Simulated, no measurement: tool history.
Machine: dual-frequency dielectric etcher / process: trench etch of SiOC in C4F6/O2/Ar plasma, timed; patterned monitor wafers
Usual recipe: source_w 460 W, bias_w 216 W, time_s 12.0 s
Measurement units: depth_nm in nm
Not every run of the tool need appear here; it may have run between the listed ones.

run,hour,source_w,bias_w,time_s,"read-back reference wafer on the same gauge, depth_nm",depth_nm
1,0.0,460,216,12.0,33.75,28.05
2,64.0,460,216,12.0,33.71,27.95
3,94.2,460,216,12.0,33.80,27.57
4,129.0,460,195,12.0,33.70,26.30
5,167.9,460,195,12.0,33.68,26.05
# hour 237.1: wet clean of the chamber
6,246.5,460,195,12.0,33.72,27.46
7,272.6,460,216,12.0,33.73,28.90
# hour 285.4: source power generator calibrated
8,305.2,460,216,12.0,33.67,28.75
9,353.3,460,216,15.0,33.76,35.97
# hour 376.8: gauge calibrated
# hour 384.4: upper electrode replaced
10,417.7,460,195,12.0,33.70,26.66
11,469.5,460,168,10.0,33.67,20.44
# hour 499.3: bias power generator calibrated
12,517.6,540,216,15.0,33.71,38.04
13,586.1,460,216,12.0,33.72,28.04
14,657.1,420,184,12.0,33.68,24.31
15,697.6,370,216,9.5,33.65,19.57
16,756.7,340,232,12.0,33.71,24.49

Measured result minus the same run's result without the hidden state. Both carry the same run-to-run variation, though not necessarily the same gauge scatter:
Hidden state at play: etch rate over this chamber's usual, %; source power that arrives over what is set, %; bias power that arrives over what is set, %; gauge reads high (%).
run,depth_nm
1,-1.06
2,-1.21
3,-1.27
4,-1.30
5,-1.38
6,-0.25
7,-0.32
8,-0.41
9,-0.65
10,-0.64
11,-0.58
12,-1.24
13,-1.09
14,-1.10
15,-0.95
16,-1.33

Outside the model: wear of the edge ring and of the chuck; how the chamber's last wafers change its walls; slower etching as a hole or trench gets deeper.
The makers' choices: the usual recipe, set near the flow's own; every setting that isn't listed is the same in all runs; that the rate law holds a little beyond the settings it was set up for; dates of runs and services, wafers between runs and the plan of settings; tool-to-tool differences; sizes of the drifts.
